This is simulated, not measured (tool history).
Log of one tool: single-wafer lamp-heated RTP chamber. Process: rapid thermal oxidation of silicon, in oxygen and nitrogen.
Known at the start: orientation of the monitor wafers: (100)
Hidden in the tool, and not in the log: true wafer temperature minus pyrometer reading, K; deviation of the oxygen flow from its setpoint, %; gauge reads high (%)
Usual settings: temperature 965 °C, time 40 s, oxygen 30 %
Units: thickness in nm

run,hour,temperature,time,oxygen,wafers since the last listed run,wafers since the last pyrometer calibration,hours since the oxygen flow controller was replaced,hours since the gauge calibration,"read-back reference wafer on the same gauge, thickness",thickness
1,0.0,965,40,30,0,6179,1900.1,1888.4,2.749,2.854
# hour 84.0: pyrometer window cleaned and pyrometer calibrated
2,94.3,965,40,30,708,84,1994.4,1982.7,2.743,2.863
3,150.3,965,40,30,459,544,2050.4,2038.7,2.751,2.873
4,187.9,965,49,17,308,852,2088.0,2076.3,2.751,2.738
5,267.0,965,40,30,649,1502,2167.1,2155.4,2.756,2.875
6,478.6,965,40,30,1737,3240,2378.7,2367.0,2.772,2.888
7,570.6,965,48,30,755,3995,2470.7,2459.0,2.776,3.025
8,655.5,965,40,30,697,4693,2555.6,2543.9,2.778,2.858
9,868.2,965,40,30,1746,6440,2768.3,2756.6,2.793,2.921
10,948.3,965,40,30,657,7097,2848.4,2836.7,2.792,2.900
11,1048.3,965,40,30,821,7919,2948.4,2936.7,2.806,2.953
12,1114.5,965,40,30,543,8462,3014.6,3002.9,2.814,2.901
# hour 1149.7: pyrometer window cleaned and pyrometer calibrated
13,1196.6,965,40,30,608,384,3096.7,3085.0,2.814,2.912
14,1249.6,958,40,30,435,820,3149.7,3138.0,2.816,2.832
15,1293.6,965,33,30,361,1181,3193.7,3182.0,2.816,2.808
16,1390.7,965,33,30,797,1979,3290.8,3279.1,2.820,2.781
# hour 1524.9: gauge calibrated
17,1660.8,965,40,30,2218,4197,3560.9,135.9,2.678,2.764
18,1750.0,985,40,47,732,4929,3650.1,225.1,2.687,3.429
19,1838.0,965,21,30,722,5652,3738.1,313.1,2.688,2.414
20,1892.8,965,40,52,450,6102,3792.9,367.9,2.694,3.154
21,1931.6,978,28,53,318,6421,3831.7,406.7,2.691,3.014
# hour 1976.9: pyrometer window cleaned and pyrometer calibrated
22,2007.4,952,51,17,556,250,3907.5,482.5,2.697,2.582
23,2184.7,965,40,17,1456,1706,4084.8,659.8,2.708,2.575
# hour 2217.7: oxygen flow controller replaced
24,2246.7,965,40,30,443,2150,29.0,721.8,2.717,2.836
25,2284.4,940,60,30,309,2459,66.7,759.5,2.716,2.822
26,2379.2,941,48,52,778,3238,161.5,854.3,2.714,2.959
27,2430.4,982,57,30,420,3658,212.7,905.5,2.727,3.436
28,2537.6,965,40,30,880,4539,319.9,1012.7,2.722,2.833
29,2614.6,985,40,17,632,5171,396.9,1089.7,2.732,2.790
30,2686.9,946,49,17,593,5765,469.2,1162.0,2.735,2.553
31,2780.5,976,58,30,768,6534,562.8,1255.6,2.746,3.374
32,2878.3,957,25,22,803,7337,660.6,1353.4,2.752,2.390

Measured less the same run without the tool's hidden state. The same run-to-run variation is in both; the gauge's scatter may not be:
run,thickness
1,+0.087
2,+0.093
3,+0.096
4,+0.094
5,+0.103
6,+0.115
7,+0.126
8,+0.124
9,+0.139
10,+0.142
11,+0.150
12,+0.152
13,+0.156
14,+0.155
15,+0.156
16,+0.159
17,+0.021
18,+0.032
19,+0.027
20,+0.039
21,+0.039
22,+0.038
23,+0.047
24,+0.055
25,+0.057
26,+0.066
27,+0.080
28,+0.072
29,+0.076
30,+0.073
31,+0.102
32,+0.077
